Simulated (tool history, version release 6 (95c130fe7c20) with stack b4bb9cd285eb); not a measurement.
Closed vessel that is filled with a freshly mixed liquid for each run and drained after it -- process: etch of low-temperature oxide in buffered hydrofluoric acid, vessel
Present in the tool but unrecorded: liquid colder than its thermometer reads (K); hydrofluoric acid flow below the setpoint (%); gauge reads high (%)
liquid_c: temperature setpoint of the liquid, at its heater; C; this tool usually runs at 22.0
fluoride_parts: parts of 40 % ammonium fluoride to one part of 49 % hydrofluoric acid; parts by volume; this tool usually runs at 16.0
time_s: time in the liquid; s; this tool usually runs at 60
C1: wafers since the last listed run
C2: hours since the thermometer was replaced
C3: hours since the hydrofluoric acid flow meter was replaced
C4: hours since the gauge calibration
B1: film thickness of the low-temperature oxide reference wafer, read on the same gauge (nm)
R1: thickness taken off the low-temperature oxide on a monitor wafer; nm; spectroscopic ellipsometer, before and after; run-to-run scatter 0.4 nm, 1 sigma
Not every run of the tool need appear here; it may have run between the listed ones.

Run 1, hour 0.0: usual settings but fluoride_parts 18.5 parts by volume; C1 0; C2 719.5; C3 898.2; C4 202.5; B1 29.99. Result: R1 47.95 nm.
Run 2, hour 24.3: usual settings but time_s 80 s; C1 3271; C2 743.8; C3 922.5; C4 226.8; B1 30.03. Result: R1 73.58 nm.
Run 3, hour 44.5: usual settings but time_s 80 s; C1 2719; C2 764.0; C3 942.7; C4 247.0; B1 29.97. Result: R1 74.16 nm.
Run 4, hour 57.6: usual settings; C1 1763; C2 777.1; C3 955.8; C4 260.1; B1 29.99. Result: R1 55.03 nm.
Run 5, hour 88.9: usual settings; C1 4214; C2 808.4; C3 987.1; C4 291.4; B1 30.03. Result: R1 55.30 nm.
Run 6, hour 101.4: usual settings; C1 1683; C2 820.9; C3 999.6; C4 303.9; B1 30.00. Result: R1 55.63 nm.
Run 7, hour 125.8: usual settings but liquid_c 20.0 C; C1 3285; C2 845.3; C3 1024.0; C4 328.3; B1 29.96. Result: R1 48.97 nm.
Run 8, hour 144.4: usual settings; C1 2504; C2 863.9; C3 1042.6; C4 346.9; B1 30.04. Result: R1 54.98 nm.
Run 9, hour 160.7: usual settings; C1 2194; C2 880.2; C3 1058.9; C4 363.2; B1 29.99. Result: R1 54.74 nm.
Run 10, hour 195.1: usual settings but fluoride_parts 20.0 parts by volume; C1 4631; C2 914.6; C3 1093.3; C4 397.6; B1 30.00. Result: R1 44.66 nm.
Run 11, hour 212.0: usual settings but liquid_c 19.0 C; C1 2275; C2 931.5; C3 1110.2; C4 414.5; B1 29.96. Result: R1 46.59 nm.
Run 12, hour 228.5: usual settings; C1 2221; C2 948.0; C3 1126.7; C4 431.0; B1 30.04. Result: R1 54.30 nm.
Run 13, hour 261.4: usual settings but liquid_c 20.0 C, time_s 80 s; C1 4429; C2 980.9; C3 1159.6; C4 463.9; B1 30.00. Result: R1 65.93 nm.
Run 14, hour 284.5: usual settings but liquid_c 24.5 C; C1 3110; C2 1004.0; C3 1182.7; C4 487.0; B1 29.99. Result: R1 62.56 nm.
Run 15, hour 298.7: usual settings but liquid_c 20.0 C, fluoride_parts 21.5 parts by volume, time_s 30 s; C1 1911; C2 1018.2; C3 1196.9; C4 501.2; B1 30.01. Result: R1 19.06 nm.
At hour 306.2: gauge calibrated.
Run 16, hour 331.5: usual settings but liquid_c 19.5 C; C1 4416; C2 1051.0; C3 1229.7; C4 25.3; B1 30.02. Result: R1 47.37 nm.
Run 17, hour 347.6: usual settings but liquid_c 27.0 C, fluoride_parts 10.5 parts by volume, time_s 30 s; C1 2167; C2 1067.1; C3 1245.8; C4 41.4; B1 30.01. Result: R1 53.84 nm.
At hour 350.5: hydrofluoric acid flow meter replaced.
Run 18, hour 375.6: usual settings but liquid_c 18.5 C, fluoride_parts 20.0 parts by volume, time_s 90 s; C1 3635; C2 1095.1; C3 25.1; C4 69.4; B1 29.97. Result: R1 58.80 nm.
Run 19, hour 411.6: usual settings; C1 4847; C2 1131.1; C3 61.1; C4 105.4; B1 30.02. Result: R1 59.21 nm.
Run 20, hour 438.6: usual settings but liquid_c 18.5 C, fluoride_parts 20.5 parts by volume, time_s 95 s; C1 3635; C2 1158.1; C3 88.1; C4 132.4; B1 29.96. Result: R1 60.45 nm.
At hour 461.7: thermometer replaced.
Run 21, hour 469.5: usual settings; C1 4025; C2 7.8; C3 119.0; C4 163.3; B1 30.01. Result: R1 58.96 nm.
Run 22, hour 499.2: usual settings but fluoride_parts 14.0 parts by volume; C1 3998; C2 37.5; C3 148.7; C4 193.0; B1 29.99. Result: R1 67.09 nm.
Run 23, hour 584.2: usual settings but fluoride_parts 12.5 parts by volume; C1 11444; C2 122.5; C3 233.7; C4 278.0; B1 30.03. Result: R1 75.33 nm.
Run 24, hour 607.0: usual settings but liquid_c 25.5 C, fluoride_parts 20.0 parts by volume, time_s 85 s; C1 3069; C2 145.3; C3 256.5; C4 300.8; B1 30.02. Result: R1 80.48 nm.
Run 25, hour 637.0: usual settings but liquid_c 23.5 C, fluoride_parts 10.5 parts by volume, time_s 30 s; C1 4039; C2 175.3; C3 286.5; C4 330.8; B1 29.99. Result: R1 47.57 nm.
Run 26, hour 655.7: usual settings but liquid_c 19.5 C, fluoride_parts 12.5 parts by volume, time_s 70 s; C1 2517; C2 194.0; C3 305.2; C4 349.5; B1 29.98. Result: R1 74.78 nm.
Run 27, hour 671.6: usual settings but fluoride_parts 14.0 parts by volume; C1 2140; C2 209.9; C3 321.1; C4 365.4; B1 29.94. Result: R1 65.93 nm.
Run 28, hour 700.5: usual settings but liquid_c 20.5 C, fluoride_parts 22.5 parts by volume, time_s 75 s; C1 3891; C2 238.8; C3 350.0; C4 394.3; B1 30.01. Result: R1 49.16 nm.
Run 29, hour 735.1: usual settings but liquid_c 23.5 C, time_s 80 s; C1 4658; C2 273.4; C3 384.6; C4 428.9; B1 30.03. Result: R1 83.27 nm.
Run 30, hour 754.9: usual settings but liquid_c 20.5 C, fluoride_parts 17.5 parts by volume; C1 2665; C2 293.2; C3 404.4; C4 448.7; B1 30.00. Result: R1 49.07 nm.
Run 31, hour 785.4: usual settings; C1 4106; C2 323.7; C3 434.9; C4 479.2; B1 30.02. Result: R1 57.70 nm.
Run 32, hour 820.2: usual settings but liquid_c 18.0 C, fluoride_parts 17.5 parts by volume, time_s 35 s; C1 4685; C2 358.5; C3 469.7; C4 514.0; B1 29.97. Result: R1 24.72 nm.

Below, each run's measurement less what the same run would have read without the hidden state. Both values contain the same run-to-run variation, but the gauge's scatter may not be the same in both:
run     R1
  1  -3.37
  2  -5.30
  3  -5.45
  4  -4.10
  5  -4.25
  6  -4.33
  7  -3.92
  8  -4.47
  9  -4.52
 10  -2.63
 11  -4.03
 12  -4.77
 13  -5.97
 14  -5.78
 15  -1.24
 16  -4.55
 17  -5.18
 18  -0.24
 19  -0.49
 20  -0.43
 21  -0.72
 22  -0.96
 23  -1.51
 24  -1.22
 25  -1.12
 26  -1.87
 27  -1.73
 28  -0.98
 29  -2.57
 30  -1.59
 31  -1.98
 32  -0.92
